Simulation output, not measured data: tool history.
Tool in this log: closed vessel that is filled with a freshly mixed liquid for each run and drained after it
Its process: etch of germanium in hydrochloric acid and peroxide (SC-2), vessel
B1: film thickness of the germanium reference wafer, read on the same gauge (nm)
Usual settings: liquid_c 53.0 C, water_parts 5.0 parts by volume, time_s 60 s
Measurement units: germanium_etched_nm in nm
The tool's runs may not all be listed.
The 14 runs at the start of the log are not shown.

run 15 hour=962.2 | liquid_c=53.0 water_parts=5.0 time_s=60 | B1=64.21 | germanium_etched_nm=135.23
run 16 hour=1017.6 | liquid_c=49.5 water_parts=4.0 time_s=35 | B1=64.08 | germanium_etched_nm=71.18
-- hour=1052.9 chemicals flow meter replaced
run 17 hour=1086.1 | liquid_c=53.0 water_parts=6.5 time_s=90 | B1=63.89 | germanium_etched_nm=198.85
run 18 hour=1163.3 | liquid_c=53.0 water_parts=5.0 time_s=60 | B1=63.67 | germanium_etched_nm=132.49
run 19 hour=1246.0 | liquid_c=47.5 water_parts=5.0 time_s=60 | B1=63.46 | germanium_etched_nm=112.09
run 20 hour=1333.0 | liquid_c=49.0 water_parts=4.0 time_s=60 | B1=63.27 | germanium_etched_nm=117.28
-- hour=1383.1 gauge calibrated
run 21 hour=1407.5 | liquid_c=59.5 water_parts=6.0 time_s=80 | B1=69.69 | germanium_etched_nm=237.30
-- hour=1472.3 new drum of peroxide connected
run 22 hour=1511.8 | liquid_c=53.0 water_parts=5.0 time_s=60 | B1=69.45 | germanium_etched_nm=148.55
run 23 hour=1595.3 | liquid_c=53.0 water_parts=6.5 time_s=60 | B1=69.25 | germanium_etched_nm=144.65
run 24 hour=1684.2 | liquid_c=59.0 water_parts=4.0 time_s=70 | B1=69.02 | germanium_etched_nm=203.74
run 25 hour=1795.2 | liquid_c=53.0 water_parts=4.0 time_s=90 | B1=68.72 | germanium_etched_nm=217.52
run 26 hour=1850.6 | liquid_c=60.5 water_parts=6.0 time_s=80 | B1=68.58 | germanium_etched_nm=243.56
run 27 hour=1910.6 | liquid_c=53.0 water_parts=5.0 time_s=60 | B1=68.45 | germanium_etched_nm=145.85
-- hour=1938.7 chemicals flow meter replaced
run 28 hour=1955.1 | liquid_c=53.0 water_parts=5.0 time_s=60 | B1=68.31 | germanium_etched_nm=143.83
run 29 hour=1991.7 | liquid_c=44.0 water_parts=4.0 time_s=60 | B1=68.21 | germanium_etched_nm=106.73
run 30 hour=2107.6 | liquid_c=62.5 water_parts=5.0 time_s=60 | B1=67.92 | germanium_etched_nm=190.94
run 31 hour=2169.3 | liquid_c=56.5 water_parts=5.5 time_s=75 | B1=67.77 | germanium_etched_nm=196.89

Each row is a separate what-if for the run after 31, all from the same tool condition, not one after another. Results?
run A hour=2170.0 | liquid_c=53.0 water_parts=5.0 time_s=60 | B1=? | germanium_etched_nm=?
run B hour=2170.0 | liquid_c=58.5 water_parts=7.0 time_s=60 | B1=? | germanium_etched_nm=?
run C hour=2170.0 | liquid_c=61.5 water_parts=5.0 time_s=80 | B1=? | germanium_etched_nm=?

run=A B1=67.75 germanium_etched_nm=143.41
run=B B1=67.75 germanium_etched_nm=167.43
run=C B1=67.75 germanium_etched_nm=248.23
What these runs would have given with no unlogged condition in the tool:
run=A germanium_etched_nm=148.11
run=B germanium_etched_nm=172.92
run=C germanium_etched_nm=256.37

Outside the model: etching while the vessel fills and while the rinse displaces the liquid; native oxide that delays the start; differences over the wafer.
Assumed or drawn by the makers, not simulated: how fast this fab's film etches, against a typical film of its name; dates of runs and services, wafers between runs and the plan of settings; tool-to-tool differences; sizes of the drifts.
